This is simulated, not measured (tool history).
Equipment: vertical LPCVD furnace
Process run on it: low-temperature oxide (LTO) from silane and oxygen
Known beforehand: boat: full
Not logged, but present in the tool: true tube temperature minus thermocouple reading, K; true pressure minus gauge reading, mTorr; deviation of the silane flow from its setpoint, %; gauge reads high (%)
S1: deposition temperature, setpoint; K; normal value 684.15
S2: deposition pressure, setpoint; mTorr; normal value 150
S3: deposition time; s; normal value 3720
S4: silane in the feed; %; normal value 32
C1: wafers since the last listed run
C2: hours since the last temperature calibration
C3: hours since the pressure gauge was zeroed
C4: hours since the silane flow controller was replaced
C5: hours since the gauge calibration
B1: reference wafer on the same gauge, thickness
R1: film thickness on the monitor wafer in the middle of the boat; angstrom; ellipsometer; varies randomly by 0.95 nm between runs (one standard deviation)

{"run": 1, "hour": 0.0, "S1": 684.15, "S2": 150, "S3": 3720, "S4": 32, "C1": 0, "C2": 3652.5, "C3": 2336.6, "C4": 3556.2, "C5": 294.9, "B1": 298.82, "R1": 3693.8}
{"run": 2, "hour": 37.9, "S1": 684.15, "S2": 150, "S3": 3720, "S4": 32, "C1": 450, "C2": 3690.4, "C3": 2374.5, "C4": 3594.1, "C5": 332.8, "B1": 298.82, "R1": 3683.4}
{"run": 3, "hour": 70.1, "S1": 684.15, "S2": 150, "S3": 3720, "S4": 32, "C1": 382, "C2": 3722.6, "C3": 2406.7, "C4": 3626.3, "C5": 365, "B1": 299.22, "R1": 3675.5}
{"run": 4, "hour": 107.4, "S1": 684.15, "S2": 150, "S3": 3720, "S4": 32, "C1": 443, "C2": 3759.9, "C3": 2444, "C4": 3663.6, "C5": 402.3, "B1": 299.09, "R1": 3693.8}
{"run": 5, "hour": 163.8, "S1": 684.15, "S2": 150, "S3": 3720, "S4": 32, "C1": 670, "C2": 3816.3, "C3": 2500.4, "C4": 3720, "C5": 458.7, "B1": 299.27, "R1": 3689.6}
{"run": 6, "hour": 234.4, "S1": 684.15, "S2": 150, "S3": 3720, "S4": 32, "C1": 838, "C2": 3886.9, "C3": 2571, "C4": 3790.6, "C5": 529.3, "B1": 299.29, "R1": 3685.4}
{"run": 7, "hour": 289.5, "S1": 684.15, "S2": 150, "S3": 3720, "S4": 32, "C1": 654, "C2": 3942, "C3": 2626.1, "C4": 3845.7, "C5": 584.4, "B1": 299.47, "R1": 3691.8}
{"run": 8, "hour": 337.3, "S1": 684.15, "S2": 150, "S3": 3720, "S4": 32, "C1": 567, "C2": 3989.8, "C3": 2673.9, "C4": 3893.5, "C5": 632.2, "B1": 299.6, "R1": 3690.9}
{"hour": 347.8, "done": "gauge calibrated"}
{"run": 9, "hour": 391.7, "S1": 677.15, "S2": 180, "S3": 2790, "S4": 38, "C1": 646, "C2": 4044.2, "C3": 2728.3, "C4": 3947.9, "C5": 43.9, "B1": 296.4, "R1": 3817.2}
{"run": 10, "hour": 445.0, "S1": 680.15, "S2": 150, "S3": 3720, "S4": 36, "C1": 633, "C2": 4097.5, "C3": 2781.6, "C4": 4001.2, "C5": 97.2, "B1": 297.29, "R1": 4093.2}
{"hour": 509.3, "done": "pressure gauge zeroed"}
{"run": 11, "hour": 509.8, "S1": 684.15, "S2": 150, "S3": 3720, "S4": 32, "C1": 484, "C2": 4162.3, "C3": 0.5, "C4": 4066, "C5": 162, "B1": 298.02, "R1": 3665.9}
{"run": 12, "hour": 557.8, "S1": 684.15, "S2": 150, "S3": 3720, "S4": 32, "C1": 570, "C2": 4210.3, "C3": 48.5, "C4": 4114, "C5": 210, "B1": 298.14, "R1": 3674.8}
{"hour": 642.5, "done": "thermocouples replaced and temperature profile calibrated"}
{"hour": 644.4, "done": "silane flow controller replaced"}
{"run": 13, "hour": 644.9, "S1": 684.15, "S2": 170, "S3": 3720, "S4": 32, "C1": 726, "C2": 2.4, "C3": 135.6, "C4": 0.5, "C5": 297.1, "B1": 298.62, "R1": 4176.2}
{"run": 14, "hour": 671.0, "S1": 681.15, "S2": 150, "S3": 2490, "S4": 35, "C1": 310, "C2": 28.5, "C3": 161.7, "C4": 26.6, "C5": 323.2, "B1": 298.76, "R1": 2682.2}
{"run": 15, "hour": 718.7, "S1": 694.15, "S2": 150, "S3": 3720, "S4": 26, "C1": 566, "C2": 76.2, "C3": 209.4, "C4": 74.3, "C5": 370.9, "B1": 299.11, "R1": 3044.6}
{"run": 16, "hour": 870.4, "S1": 681.15, "S2": 150, "S3": 2490, "S4": 35, "C1": 1802, "C2": 227.9, "C3": 361.1, "C4": 226, "C5": 522.6, "B1": 299.31, "R1": 2681.4}
{"run": 17, "hour": 912.6, "S1": 680.15, "S2": 150, "S3": 3720, "S4": 32, "C1": 501, "C2": 270.1, "C3": 403.3, "C4": 268.2, "C5": 564.8, "B1": 299.36, "R1": 3525.1}

5 ways to go on from here, each from the tool as it stands after run 17. What would each give?
{"run": "A", "hour": 916.7, "S1": 684.15, "S2": 150, "S3": 3720, "S4": 32, "C1": 48, "C2": 274.2, "C3": 407.4, "C4": 272.3, "C5": 568.9, "B1": "?", "R1": "?"}
{"run": "B", "hour": 916.7, "S1": 693.15, "S2": 125, "S3": 3720, "S4": 35, "C1": 48, "C2": 274.2, "C3": 407.4, "C4": 272.3, "C5": 568.9, "B1": "?", "R1": "?"}
{"run": "C", "hour": 916.7, "S1": 681.15, "S2": 175, "S3": 3720, "S4": 36, "C1": 48, "C2": 274.2, "C3": 407.4, "C4": 272.3, "C5": 568.9, "B1": "?", "R1": "?"}
{"run": "D", "hour": 916.7, "S1": 674.15, "S2": 150, "S3": 4320, "S4": 32, "C1": 48, "C2": 274.2, "C3": 407.4, "C4": 272.3, "C5": 568.9, "B1": "?", "R1": "?"}
{"run": "E", "hour": 916.7, "S1": 684.15, "S2": 165, "S3": 3720, "S4": 38, "C1": 48, "C2": 274.2, "C3": 407.4, "C4": 272.3, "C5": 568.9, "B1": "?", "R1": "?"}

run=A B1=299.34 R1=3688.9
run=B B1=299.34 R1=3821.3
run=C B1=299.34 R1=4871
run=D B1=299.34 R1=3820.1
run=E B1=299.34 R1=5076.7
Stripped of hidden state, with their random variation kept, the same runs would have yielded:
run=A R1=3647.2
run=B R1=3778.1
run=C R1=4815.9
run=D R1=3776.9
run=E R1=5019.3
